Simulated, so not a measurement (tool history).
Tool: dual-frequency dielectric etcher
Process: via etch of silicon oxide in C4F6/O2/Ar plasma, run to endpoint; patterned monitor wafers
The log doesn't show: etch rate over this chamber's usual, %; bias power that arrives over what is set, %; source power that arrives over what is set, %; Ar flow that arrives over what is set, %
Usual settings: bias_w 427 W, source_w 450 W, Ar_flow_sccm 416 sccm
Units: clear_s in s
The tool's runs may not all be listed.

run     day  bias_w  source_w  Ar_flow_sccm  wafers since the last listed run  hours since the last wet clean  hours since the last bias power generator calibration  hours since the last source power generator calibration  hours since the last Ar flow controller change  hours since the last upper electrode change  incoming incoming film thickness, nm  clear_s
  1   0.000     427       450           375                                 0                           459.0                                                 3429.2                                                   2928.4                                          3715.5                                       3041.5                                 134.8     32.1
  2   0.571     427       450           416                               172                           472.7                                                 3442.9                                                   2942.1                                          3729.2                                       3055.2                                 135.3     32.8
  3   0.921     427       450           416                               105                           481.1                                                 3451.3                                                   2950.5                                          3737.6                                       3063.6                                 135.2     32.6
  4   1.438     427       450           416                               156                           493.5                                                 3463.7                                                   2962.9                                          3750.0                                       3076.0                                 134.4     32.6
  5   2.129     427       450           416                               209                           510.1                                                 3480.3                                                   2979.5                                          3766.6                                       3092.6                                 134.0     32.4
  6   2.446     427       450           416                                95                           517.7                                                 3487.9                                                   2987.1                                          3774.2                                       3100.2                                 134.4     32.7
      4.429  -- wet clean of the chamber
  7   4.450     427       450           416                               303                             0.5                                                 3536.0                                                   3035.2                                          3822.3                                       3148.3                                 134.4     32.6
  8   4.462     427       450           416                                 3                             0.8                                                 3536.3                                                   3035.5                                          3822.6                                       3148.6                                 135.3     32.6
  9   4.929     485       450           340                               141                            12.0                                                 3547.5                                                   3046.7                                          3833.8                                       3159.8                                 135.3     31.0
 10   5.317     485       450           340                               117                            21.3                                                 3556.8                                                   3056.0                                          3843.1                                       3169.1                                 136.0     31.0
 11   6.046     427       380           416                               220                            38.8                                                 3574.3                                                   3073.5                                          3860.6                                       3186.6                                 134.0     34.2
      7.067  -- upper electrode replaced
 12   7.088     427       450           466                                12                            63.8                                                 3599.3                                                   3098.5                                          3885.6                                          0.5                                 134.0     33.1
 13   7.100     326       400           387                                 3                            64.1                                                 3599.6                                                   3098.8                                          3885.9                                          0.8                                 133.5     35.5
 14   7.446     321       450           416                               104                            72.4                                                 3607.9                                                   3107.1                                          3894.2                                          9.1                                 134.9     34.9
 15   8.125     335       340           368                               205                            88.7                                                 3624.2                                                   3123.4                                          3910.5                                         25.4                                 136.5     37.6
 16   8.792     427       370           329                               201                           104.7                                                 3640.2                                                   3139.4                                          3926.5                                         41.4                                 134.6     33.5
      9.317  -- source power generator calibrated
 17   9.479     373       450           416                               157                           121.2                                                 3656.7                                                      3.9                                          3943.0                                         57.9                                 135.0     34.0
 18   9.808     427       370           329                                99                           129.1                                                 3664.6                                                     11.8                                          3950.9                                         65.8                                 134.7     33.6
 19  10.308     520       530           460                               151                           141.1                                                 3676.6                                                     23.8                                          3962.9                                         77.8                                 134.6     29.8
     10.625  -- Ar flow controller replaced
 20  10.712     369       480           479                                46                           150.8                                                 3686.3                                                     33.5                                             2.1                                         87.5                                 136.0     34.2
     10.979  -- bias power generator calibrated
 21  11.125     427       450           416                                74                           160.7                                                    3.5                                                     43.4                                            12.0                                         97.4                                 134.0     32.6
 22  11.796     334       530           366                               202                           176.8                                                   19.6                                                     59.5                                            28.1                                        113.5                                 135.9     32.5
 23  12.446     332       520           416                               196                           192.4                                                   35.2                                                     75.1                                            43.7                                        129.1                                 135.5     33.3

Run 24 comes next. What will it give?
 24  13.062     427       450           372                               186                           207.2                                                   50.0                                                     89.9                                            58.5                                        143.9                                 136.3        ?

Run 24 gave clear_s 32.3 s.
Without the tool's hidden state the same run would have given clear_s 32.3 s.

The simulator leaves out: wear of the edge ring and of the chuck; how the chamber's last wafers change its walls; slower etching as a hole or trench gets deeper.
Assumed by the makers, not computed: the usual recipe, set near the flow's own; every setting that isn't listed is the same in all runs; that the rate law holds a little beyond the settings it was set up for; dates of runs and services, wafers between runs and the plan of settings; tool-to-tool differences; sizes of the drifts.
